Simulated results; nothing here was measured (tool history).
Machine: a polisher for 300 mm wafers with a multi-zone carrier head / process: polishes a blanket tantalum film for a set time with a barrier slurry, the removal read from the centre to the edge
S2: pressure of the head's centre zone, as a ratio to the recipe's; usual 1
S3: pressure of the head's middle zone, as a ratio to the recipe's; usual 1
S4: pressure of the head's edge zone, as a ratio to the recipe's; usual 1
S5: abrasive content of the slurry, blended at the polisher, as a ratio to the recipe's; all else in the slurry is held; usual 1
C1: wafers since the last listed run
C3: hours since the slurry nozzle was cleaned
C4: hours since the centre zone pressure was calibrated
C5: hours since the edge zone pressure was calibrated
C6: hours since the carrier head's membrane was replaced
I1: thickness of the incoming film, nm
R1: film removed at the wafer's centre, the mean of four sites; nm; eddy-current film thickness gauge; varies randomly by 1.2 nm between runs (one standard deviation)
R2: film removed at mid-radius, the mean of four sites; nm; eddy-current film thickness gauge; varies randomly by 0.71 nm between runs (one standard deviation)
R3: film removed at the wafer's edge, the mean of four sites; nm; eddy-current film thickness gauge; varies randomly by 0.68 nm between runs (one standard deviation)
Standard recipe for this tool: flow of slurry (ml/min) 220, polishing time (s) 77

Run 1, hour 0: usual settings; C1 0; wafers polished on this pad 1193; C3 356.2; C4 274.9; C5 756.5; C6 500.3; I1 253.2. Result: R1 95.1 nm, R2 91.2 nm, R3 91.6 nm.
At hour 18.4: worn pad replaced by a new one.
Run 2, hour 27.6: usual settings; C1 238; wafers polished on this pad 93; C3 383.8; C4 302.5; C5 784.1; C6 527.9; I1 251.6. Result: R1 97.5 nm, R2 92.9 nm, R3 93.2 nm.
Run 3, hour 39.8: usual settings; C1 123; wafers polished on this pad 216; C3 396; C4 314.7; C5 796.3; C6 540.1; I1 248.8. Result: R1 97.3 nm, R2 93.2 nm, R3 92.9 nm.
At hour 54: slurry nozzle cleaned.
Run 4, hour 62.6: usual settings; C1 220; wafers polished on this pad 436; C3 8.6; C4 337.5; C5 819.1; C6 562.9; I1 245.5. Result: R1 96.4 nm, R2 93.3 nm, R3 92.2 nm.
Run 5, hour 91.3: usual settings; C1 289; wafers polished on this pad 726; C3 37.3; C4 366.2; C5 847.8; C6 591.6; I1 255.1. Result: R1 96.1 nm, R2 92.6 nm, R3 92.7 nm.
Run 6, hour 116.2: usual settings but flow of slurry (ml/min) 250; C1 251; wafers polished on this pad 978; C3 62.2; C4 391.1; C5 872.7; C6 616.5; I1 248.4. Result: R1 96.4 nm, R2 92.5 nm, R3 91.7 nm.
Run 7, hour 136.3: usual settings but flow of slurry (ml/min) 250; C1 203; wafers polished on this pad 1181; C3 82.3; C4 411.2; C5 892.8; C6 636.6; I1 250.2. Result: R1 96.9 nm, R2 92.2 nm, R3 91.5 nm.
Run 8, hour 161.3: usual settings but flow of slurry (ml/min) 170, S3 0.91, S4 1.11; C1 252; wafers polished on this pad 1433; C3 107.3; C4 436.2; C5 917.8; C6 661.6; I1 248.9. Result: R1 85.5 nm, R2 78.7 nm, R3 90.9 nm.
At hour 169.4: worn pad replaced by a new one.
Run 9, hour 188.1: usual settings; C1 230; wafers polished on this pad 189; C3 134.1; C4 463; C5 944.6; C6 688.4; I1 247. Result: R1 98.9 nm, R2 94.9 nm, R3 94.4 nm.
Run 10, hour 210.1: usual settings but flow of slurry (ml/min) 275, S2 0.96, S3 1.06, S4 1.03; C1 222; wafers polished on this pad 411; C3 156.1; C4 485; C5 966.6; C6 710.4; I1 249.9. Result: R1 97.7 nm, R2 102.9 nm, R3 98.4 nm.
Run 11, hour 230.5: usual settings but flow of slurry (ml/min) 255, S2 1.1, S3 0.91, S5 0.8; C1 206; wafers polished on this pad 617; C3 176.5; C4 505.4; C5 987; C6 730.8; I1 252.4. Result: R1 105 nm, R2 85.3 nm, R3 92.3 nm.
Run 12, hour 262.5: usual settings but S3 0.93, S4 0.93, S5 1.25; C1 323; wafers polished on this pad 941; C3 208.5; C4 537.4; C5 1019; C6 762.8; I1 254.7. Result: R1 99.9 nm, R2 92.2 nm, R3 93 nm.
Run 13, hour 290.8: usual settings but flow of slurry (ml/min) 170, S4 1.1, S5 0.85, polishing time (s) 92; C1 285; wafers polished on this pad 1226; C3 236.8; C4 565.7; C5 1047.3; C6 791.1; I1 250. Result: R1 102.8 nm, R2 101.9 nm, R3 106 nm.
At hour 327: worn pad replaced by a new one.
Run 14, hour 337: usual settings but S4 0.94, polishing time (s) 89; C1 426; wafers polished on this pad 101; C3 283; C4 611.9; C5 1093.5; C6 837.3; I1 250.1. Result: R1 112.6 nm, R2 109.1 nm, R3 105 nm.
Run 15, hour 358.5: usual settings but S3 0.95, S4 1.09, S5 1.25, polishing time (s) 57; C1 217; wafers polished on this pad 318; C3 304.5; C4 633.4; C5 1115; C6 858.8; I1 246. Result: R1 75.8 nm, R2 69.7 nm, R3 75.5 nm.
Run 16, hour 372: usual settings but S2 1.06, S5 1.2; C1 136; wafers polished on this pad 454; C3 318; C4 646.9; C5 1128.5; C6 872.3; I1 247.2. Result: R1 106.6 nm, R2 97.5 nm, R3 97.5 nm.
At hour 379.4: edge zone pressure recalibrated.
At hour 406.9: carrier head's membrane replaced by a new one.
Run 17, hour 407.3: usual settings but flow of slurry (ml/min) 260, S5 1.1, polishing time (s) 69; C1 285; wafers polished on this pad 740; C3 353.3; C4 682.2; C5 27.9; C6 0.4; I1 247.3. Result: R1 90.1 nm, R2 86.6 nm, R3 86.2 nm.
At hour 425.7: centre zone pressure recalibrated.
Run 18, hour 440.1: usual settings but flow of slurry (ml/min) 200, S2 1.08; C1 311; wafers polished on this pad 1051; C3 386.1; C4 14.4; C5 60.7; C6 33.2; I1 248.7. Result: R1 99.9 nm, R2 90.3 nm, R3 90.7 nm.
Run 19, hour 460.1: usual settings; C1 202; wafers polished on this pad 1253; C3 406.1; C4 34.4; C5 80.7; C6 53.2; I1 250.7. Result: R1 93.4 nm, R2 90.8 nm, R3 90 nm.
At hour 481: worn pad replaced by a new one.
Run 20, hour 481.5: usual settings but S2 0.96, S3 1.04; C1 175; wafers polished on this pad 4; C3 427.5; C4 55.8; C5 102.1; C6 74.6; I1 246.9. Result: R1 93.5 nm, R2 96 nm, R3 93.7 nm.
At hour 507.4: slurry nozzle cleaned.
Run 21, hour 578.1: usual settings; C1 965; wafers polished on this pad 970; C3 70.7; C4 152.4; C5 198.7; C6 171.2; I1 248.7. Result: R1 96.8 nm, R2 91.9 nm, R3 90.5 nm.
Run 22, hour 590.9: usual settings but polishing time (s) 67; C1 129; wafers polished on this pad 1099; C3 83.5; C4 165.2; C5 211.5; C6 184; I1 250.9. Result: R1 82 nm, R2 80.2 nm, R3 78.7 nm.

3 ways to go on from here, each from the tool as it stands after run 22. What would each give?
Run A, hour 591.3: usual settings; C1 4; wafers polished on this pad 1103; C3 83.9; C4 165.6; C5 211.9; C6 184.4; I1 252.8. Result: R1 ?, R2 ?, R3 ?.
Run B, hour 591.3: usual settings but S2 1.04, S3 1.08; C1 4; wafers polished on this pad 1103; C3 83.9; C4 165.6; C5 211.9; C6 184.4; I1 252.8. Result: R1 ?, R2 ?, R3 ?.
Run C, hour 591.3: usual settings but S2 1.09; C1 4; wafers polished on this pad 1103; C3 83.9; C4 165.6; C5 211.9; C6 184.4; I1 252.8. Result: R1 ?, R2 ?, R3 ?.

run     R1    R2    R3
  A   95.6  91.5  91.9
  B   99.5  97.5  91.8
  C  104.3  91.4  91.9
Without the tool's hidden state the same runs would have given:
run     R1     R2    R3
  A   99.6   95.3  95.8
  B  103.7  101.6  95.7
  C  108.6   95.2  95.8
